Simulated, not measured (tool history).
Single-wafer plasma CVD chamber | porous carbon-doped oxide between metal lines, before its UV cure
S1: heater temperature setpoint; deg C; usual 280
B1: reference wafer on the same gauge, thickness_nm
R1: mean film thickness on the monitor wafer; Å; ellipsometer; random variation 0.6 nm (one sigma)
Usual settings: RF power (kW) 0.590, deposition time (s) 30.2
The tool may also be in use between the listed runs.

run 1 hour=0.0 | S1=276 RF_power_(kW)=0.590 deposition_time_(s)=30.2 | B1=176.005 | R1=1935.34
run 2 hour=44.9 | S1=280 RF_power_(kW)=0.590 deposition_time_(s)=30.2 | B1=176.104 | R1=1869.97
-- hour=57.1 gauge calibrated
run 3 hour=110.1 | S1=280 RF_power_(kW)=0.590 deposition_time_(s)=30.2 | B1=175.976 | R1=1872.56
run 4 hour=200.6 | S1=280 RF_power_(kW)=0.545 deposition_time_(s)=30.2 | B1=175.881 | R1=1772.90
run 5 hour=273.6 | S1=280 RF_power_(kW)=0.590 deposition_time_(s)=30.2 | B1=176.201 | R1=1877.07
run 6 hour=365.3 | S1=280 RF_power_(kW)=0.590 deposition_time_(s)=30.2 | B1=175.974 | R1=1879.44
-- hour=454.4 thermocouple changed; heater temperature recalibrated
run 7 hour=461.8 | S1=280 RF_power_(kW)=0.590 deposition_time_(s)=30.2 | B1=176.058 | R1=1793.02
run 8 hour=763.3 | S1=280 RF_power_(kW)=0.590 deposition_time_(s)=30.2 | B1=176.094 | R1=1799.79
run 9 hour=867.2 | S1=280 RF_power_(kW)=0.590 deposition_time_(s)=30.2 | B1=176.057 | R1=1795.41
run 10 hour=940.6 | S1=273 RF_power_(kW)=0.655 deposition_time_(s)=35.3 | B1=175.980 | R1=2391.20
run 11 hour=1036.4 | S1=287 RF_power_(kW)=0.490 deposition_time_(s)=30.2 | B1=175.898 | R1=1450.79
run 12 hour=1128.4 | S1=272 RF_power_(kW)=0.670 deposition_time_(s)=28.3 | B1=176.103 | R1=1964.16
run 13 hour=1179.3 | S1=285 RF_power_(kW)=0.515 deposition_time_(s)=26.1 | B1=175.993 | R1=1343.25
run 14 hour=1271.4 | S1=280 RF_power_(kW)=0.675 deposition_time_(s)=26.0 | B1=176.069 | R1=1719.39
run 15 hour=1322.7 | S1=271 RF_power_(kW)=0.590 deposition_time_(s)=30.2 | B1=175.880 | R1=1916.39
run 16 hour=1407.6 | S1=280 RF_power_(kW)=0.590 deposition_time_(s)=30.2 | B1=176.022 | R1=1791.65
run 17 hour=1485.8 | S1=289 RF_power_(kW)=0.590 deposition_time_(s)=30.2 | B1=175.981 | R1=1678.30
-- hour=1531.6 showerhead replaced
run 18 hour=1547.3 | S1=289 RF_power_(kW)=0.670 deposition_time_(s)=33.6 | B1=175.940 | R1=2047.26
-- hour=1580.8 RF generator calibrated
run 19 hour=1609.6 | S1=288 RF_power_(kW)=0.590 deposition_time_(s)=34.3 | B1=175.981 | R1=1995.36
run 20 hour=1685.0 | S1=288 RF_power_(kW)=0.590 deposition_time_(s)=27.8 | B1=175.961 | R1=1624.42
run 21 hour=1721.6 | S1=280 RF_power_(kW)=0.660 deposition_time_(s)=27.3 | B1=175.955 | R1=1845.24
run 22 hour=1780.8 | S1=273 RF_power_(kW)=0.475 deposition_time_(s)=35.2 | B1=175.909 | R1=1889.44
-- hour=1824.5 gauge calibrated
run 23 hour=1883.8 | S1=273 RF_power_(kW)=0.590 deposition_time_(s)=33.6 | B1=176.075 | R1=2182.26
run 24 hour=1972.4 | S1=270 RF_power_(kW)=0.690 deposition_time_(s)=25.2 | B1=176.073 | R1=1905.09
run 25 hour=2009.5 | S1=276 RF_power_(kW)=0.590 deposition_time_(s)=36.2 | B1=176.001 | R1=2286.02
run 26 hour=2055.1 | S1=280 RF_power_(kW)=0.590 deposition_time_(s)=30.2 | B1=176.098 | R1=1876.91
-- hour=2140.9 thermocouple changed; heater temperature recalibrated
run 27 hour=2150.6 | S1=266 RF_power_(kW)=0.590 deposition_time_(s)=30.2 | B1=176.083 | R1=2012.41
run 28 hour=2257.0 | S1=271 RF_power_(kW)=0.590 deposition_time_(s)=32.5 | B1=175.970 | R1=2067.37
run 29 hour=2305.6 | S1=280 RF_power_(kW)=0.590 deposition_time_(s)=34.5 | B1=176.110 | R1=2047.41
run 30 hour=2387.9 | S1=280 RF_power_(kW)=0.590 deposition_time_(s)=30.2 | B1=175.930 | R1=1794.19
run 31 hour=2473.4 | S1=274 RF_power_(kW)=0.655 deposition_time_(s)=27.7 | B1=175.871 | R1=1878.81
run 32 hour=2579.1 | S1=280 RF_power_(kW)=0.590 deposition_time_(s)=30.2 | B1=175.968 | R1=1788.16
run 33 hour=2676.4 | S1=280 RF_power_(kW)=0.590 deposition_time_(s)=30.2 | B1=176.040 | R1=1786.10

Forecast each of these 5 alternatives for the next run:
run A hour=2676.8 | S1=280 RF_power_(kW)=0.590 deposition_time_(s)=30.2 | B1=? | R1=?
run B hour=2676.8 | S1=268 RF_power_(kW)=0.480 deposition_time_(s)=26.0 | B1=? | R1=?
run C hour=2676.8 | S1=280 RF_power_(kW)=0.590 deposition_time_(s)=26.2 | B1=? | R1=?
run D hour=2676.8 | S1=287 RF_power_(kW)=0.625 deposition_time_(s)=30.2 | B1=? | R1=?
run E hour=2676.8 | S1=280 RF_power_(kW)=0.590 deposition_time_(s)=27.0 | B1=? | R1=?

run=A B1=176.111 R1=1792.09
run=B B1=176.111 R1=1412.02
run=C B1=176.111 R1=1561.59
run=D B1=176.111 R1=1786.82
run=E B1=176.111 R1=1607.74
Without the tool's hidden state the same runs would have given:
run=A R1=1843.39
run=B R1=1459.94
run=C R1=1606.30
run=D R1=1837.86
run=E R1=1653.76
